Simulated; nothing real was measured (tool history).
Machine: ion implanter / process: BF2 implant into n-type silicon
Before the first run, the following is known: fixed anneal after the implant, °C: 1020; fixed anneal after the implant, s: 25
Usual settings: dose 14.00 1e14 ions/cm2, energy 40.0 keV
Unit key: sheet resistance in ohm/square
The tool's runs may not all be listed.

run,hour,dose,energy,wafers since the last listed run,hours since the last dose calibration,hours since the extraction supply was calibrated,hours since the gauge calibration,"read-back reference wafer on the same gauge, sheet resistance",sheet resistance
1,0.0,14.00,40.0,0,1232.3,4175.9,238.9,127.05,116.28
2,24.1,14.00,40.0,535,1256.4,4200.0,263.0,126.88,116.05
3,53.2,14.00,40.0,646,1285.5,4229.1,292.1,126.92,115.98
4,75.0,14.00,40.0,484,1307.3,4250.9,313.9,126.99,115.85
5,100.1,14.00,40.0,557,1332.4,4276.0,339.0,126.93,115.98
6,135.4,14.00,40.0,784,1367.7,4311.3,374.3,127.03,115.67
7,163.1,14.00,40.0,615,1395.4,4339.0,402.0,127.05,116.17
8,182.6,14.00,40.0,433,1414.9,4358.5,421.5,126.96,115.79
9,197.8,12.25,40.0,337,1430.1,4373.7,436.7,127.03,121.90
# hour 207.0: Faraday cup replaced and dose calibrated
10,246.1,14.00,40.0,895,39.1,4422.0,485.0,126.99,117.13
11,298.0,14.00,40.0,1153,91.0,4473.9,536.9,127.02,117.06
12,311.8,10.69,40.0,306,104.8,4487.7,550.7,127.01,132.46
13,327.2,10.90,32.5,342,120.2,4503.1,566.1,126.97,139.19
# hour 347.7: extraction supply calibrated
14,358.8,17.86,44.5,524,151.8,11.1,597.7,127.01,104.72
15,376.4,17.07,28.0,391,169.4,28.7,615.3,126.92,127.23
# hour 381.4: gauge calibrated
16,404.9,14.00,40.0,633,197.9,57.2,23.5,126.98,116.72
17,427.3,14.00,40.0,497,220.3,79.6,45.9,127.02,116.92
18,454.7,14.00,30.5,609,247.7,107.0,73.3,127.00,128.48
19,477.1,14.00,53.5,497,270.1,129.4,95.7,127.02,105.94
20,509.6,17.91,34.5,722,302.6,161.9,128.2,126.96,116.17
21,529.9,14.00,32.0,451,322.9,182.2,148.5,127.01,126.88
22,562.7,14.00,40.0,729,355.7,215.0,181.3,126.95,116.90
23,586.5,16.04,44.0,529,379.5,238.8,205.1,127.00,108.08
24,602.1,16.98,51.0,346,395.1,254.4,220.7,126.94,100.13

Each row is a separate what-if for the run after 24, all from the same tool condition, not one after another. Results?
A,602.5,14.00,40.0,8,395.5,254.8,221.1,?,?
B,602.5,16.73,32.5,8,395.5,254.8,221.1,?,?
C,602.5,14.00,30.0,8,395.5,254.8,221.1,?,?
D,602.5,14.00,34.5,8,395.5,254.8,221.1,?,?
E,602.5,14.00,47.0,8,395.5,254.8,221.1,?,?

run,"read-back reference wafer on the same gauge, sheet resistance",sheet resistance
A,126.99,116.79
B,126.99,120.45
C,126.99,129.56
D,126.99,123.14
E,126.99,110.49
Had the tool no hidden state, the same runs would have come out as:
run,sheet resistance
A,117.31
B,120.74
C,130.02
D,123.62
E,111.06
